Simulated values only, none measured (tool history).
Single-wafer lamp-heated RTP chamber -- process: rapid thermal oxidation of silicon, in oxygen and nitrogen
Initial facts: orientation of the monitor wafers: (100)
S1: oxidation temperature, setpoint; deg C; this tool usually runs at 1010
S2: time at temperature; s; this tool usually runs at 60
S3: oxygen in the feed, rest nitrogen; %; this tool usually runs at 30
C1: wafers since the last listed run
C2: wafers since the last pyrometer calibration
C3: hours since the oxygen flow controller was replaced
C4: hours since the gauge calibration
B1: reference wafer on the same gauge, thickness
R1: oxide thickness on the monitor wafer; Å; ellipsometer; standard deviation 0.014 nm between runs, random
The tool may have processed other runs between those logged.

run,day,S1,S2,S3,C1,C2,C3,C4,B1,R1
1,0.000,1010,60,30,0,1972,4555.6,345.8,4.249,47.79
2,1.262,1010,60,17,297,2270,4585.9,376.1,4.249,40.33
# day 3.262: pyrometer window cleaned and pyrometer calibrated
3,3.962,1010,60,17,558,165,4650.7,440.9,4.246,39.68
4,6.117,1027,60,30,508,673,4702.4,492.6,4.249,52.89
5,7.192,1010,80,30,253,926,4728.2,518.4,4.253,53.68
6,8.271,1010,80,30,254,1181,4754.1,544.3,4.249,54.03
7,10.812,1010,80,30,599,1781,4815.1,605.3,4.250,53.74
8,12.562,1010,60,30,412,2193,4857.1,647.3,4.259,48.23
# day 13.075: pyrometer window cleaned and pyrometer calibrated
9,15.542,1010,60,30,624,582,4928.6,718.8,4.253,50.01
10,18.346,1010,60,30,661,1243,4995.9,786.1,4.250,50.26
# day 19.950: pyrometer window cleaned and pyrometer calibrated, repeated, since the last time left the tool worse
11,20.104,1016,60,30,336,36,5038.1,828.3,4.249,48.21
12,21.146,1016,60,30,245,281,5063.1,853.3,4.245,48.96
13,22.425,1016,60,30,301,583,5093.8,884.0,4.248,49.19
14,28.204,1010,60,30,1363,1947,5232.5,1022.7,4.246,47.94
# day 29.300: gauge calibrated
15,30.279,1030,51,30,489,2436,5282.3,23.5,4.249,50.94
# day 31.246: pyrometer window cleaned and pyrometer calibrated
16,31.550,1010,70,30,221,71,5312.8,54.0,4.252,49.51
17,33.667,1010,60,30,499,570,5363.6,104.8,4.257,47.09
18,35.238,1010,80,30,370,941,5401.3,142.5,4.251,53.53
19,37.429,1032,37,40,517,1458,5453.9,195.1,4.258,49.36
20,39.888,1010,84,30,579,2038,5512.9,254.1,4.252,54.85
# day 41.192: pyrometer window cleaned and pyrometer calibrated
# day 41.400: oxygen flow controller replaced
21,41.421,1010,60,60,233,4,0.5,290.9,4.248,58.34
22,44.146,989,60,30,642,647,65.9,356.3,4.252,41.30
23,46.779,982,60,30,621,1268,129.1,419.5,4.251,39.98
24,49.221,1024,37,17,576,1844,187.7,478.1,4.253,36.81
25,51.012,1010,60,30,422,2267,230.7,521.1,4.242,47.86
# day 52.121: pyrometer window cleaned and pyrometer calibrated
26,52.429,1010,76,17,255,73,264.7,555.1,4.252,42.93

3 ways to go on from here, each from the tool as it stands after run 26. What would each give?
A,52.450,1010,60,30,4,77,265.2,555.6,?,?
B,52.450,1039,60,56,4,77,265.2,555.6,?,?
C,52.450,1010,31,30,4,77,265.2,555.6,?,?

run,B1,R1
A,4.255,46.47
B,4.255,69.79
C,4.255,36.26
Without the tool's unlogged condition, the same runs would have read:
run,R1
A,46.28
B,69.48
C,36.13
